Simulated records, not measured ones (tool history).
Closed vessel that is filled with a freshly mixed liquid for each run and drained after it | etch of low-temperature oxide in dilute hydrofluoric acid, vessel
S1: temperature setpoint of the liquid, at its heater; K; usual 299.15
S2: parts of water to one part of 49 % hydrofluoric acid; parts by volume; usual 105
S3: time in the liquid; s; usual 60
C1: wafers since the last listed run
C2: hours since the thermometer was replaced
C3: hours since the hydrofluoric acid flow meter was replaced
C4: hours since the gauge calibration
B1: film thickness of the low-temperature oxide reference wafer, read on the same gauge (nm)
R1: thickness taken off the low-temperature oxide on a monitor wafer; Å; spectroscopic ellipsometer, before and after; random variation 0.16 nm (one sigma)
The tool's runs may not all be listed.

run	day	S1	S2	S3	C1	C2	C3	C4	B1	R1
1	0.000	300.15	105	60	0	1875.6	1061.9	313.2	110.06	255.1
2	0.254	300.15	105	60	628	1881.7	1068.0	319.3	110.01	259.7
3	0.512	299.15	130	85	638	1887.9	1074.2	325.5	110.00	276.9
4	1.242	297.65	130	60	1801	1905.4	1091.7	343.0	109.99	181.8
5	1.662	297.65	130	60	1039	1915.5	1101.8	353.1	110.01	184.6
6	2.396	297.65	130	60	1812	1933.1	1119.4	370.7	109.97	183.9
7	2.896	299.15	80	60	1235	1945.1	1131.4	382.7	110.02	331.6
# day 3.529: gauge calibrated
8	3.558	299.15	80	60	1637	1961.0	1147.3	0.7	109.95	337.8
9	3.842	299.15	130	35	700	1967.8	1154.1	7.5	110.00	113.1
10	4.496	299.15	105	60	1616	1983.5	1169.8	23.2	109.98	249.2
11	5.054	299.15	105	60	1379	1996.9	1183.2	36.6	109.99	248.6
12	5.342	297.15	70	60	710	2003.8	1190.1	43.5	110.03	364.8
13	5.779	294.65	90	45	1081	2014.3	1200.6	54.0	110.02	185.0
14	6.296	296.15	105	60	1276	2026.7	1213.0	66.4	109.99	221.2
15	6.912	297.65	70	30	1523	2041.5	1227.8	81.2	110.04	183.9
# day 7.121: thermometer replaced
# day 7.383: hydrofluoric acid flow meter replaced
16	7.492	299.15	105	60	1225	8.9	2.6	95.1	110.02	263.4
17	8.067	299.15	105	60	1420	22.7	16.4	108.9	110.00	265.5
18	8.692	294.65	105	60	1544	37.7	31.4	123.9	110.02	223.9
19	8.992	299.15	70	60	741	44.9	38.6	131.1	109.99	419.3
20	9.342	299.15	105	60	864	53.3	47.0	139.5	109.99	266.0
21	9.954	299.15	90	60	1513	68.0	61.7	154.2	110.01	316.2
22	10.529	299.15	105	35	1420	81.8	75.5	168.0	110.02	154.8
23	10.912	297.15	140	40	947	91.0	84.7	177.2	109.99	120.3
24	11.196	299.15	105	60	700	97.8	91.5	184.0	110.00	267.1
25	11.571	303.15	105	60	926	106.8	100.5	193.0	109.99	311.2
# day 12.075: hydrofluoric acid flow meter replaced, repeated, since the last time left the tool worse
26	12.096	299.15	105	60	1194	119.4	0.5	205.6	109.98	231.0
27	12.592	299.15	105	60	1225	131.3	12.4	217.5	110.04	231.7
28	12.938	297.65	105	60	854	139.6	20.7	225.8	109.99	219.2
29	13.346	295.65	65	60	1008	149.4	30.5	235.6	109.99	342.7
30	13.979	303.15	65	85	1564	164.6	45.7	250.8	109.99	652.9
31	14.638	299.15	105	60	1626	180.4	61.5	266.6	109.99	231.8

5 ways to go on from here, each from the tool as it stands after run 31. What would each give?
A	14.667	299.15	105	30	72	181.1	62.2	267.3	?	?
B	14.667	295.15	60	50	72	181.1	62.2	267.3	?	?
C	14.667	302.15	80	90	72	181.1	62.2	267.3	?	?
D	14.667	296.15	105	30	72	181.1	62.2	267.3	?	?
E	14.667	295.65	105	60	72	181.1	62.2	267.3	?	?

run	B1	R1
A	109.98	116.0
B	109.98	304.6
C	109.98	530.2
D	109.98	103.1
E	109.98	202.1
Without the tool's hidden state the same runs would have given:
run	R1
A	113.8
B	299.3
C	520.5
D	101.2
E	198.3
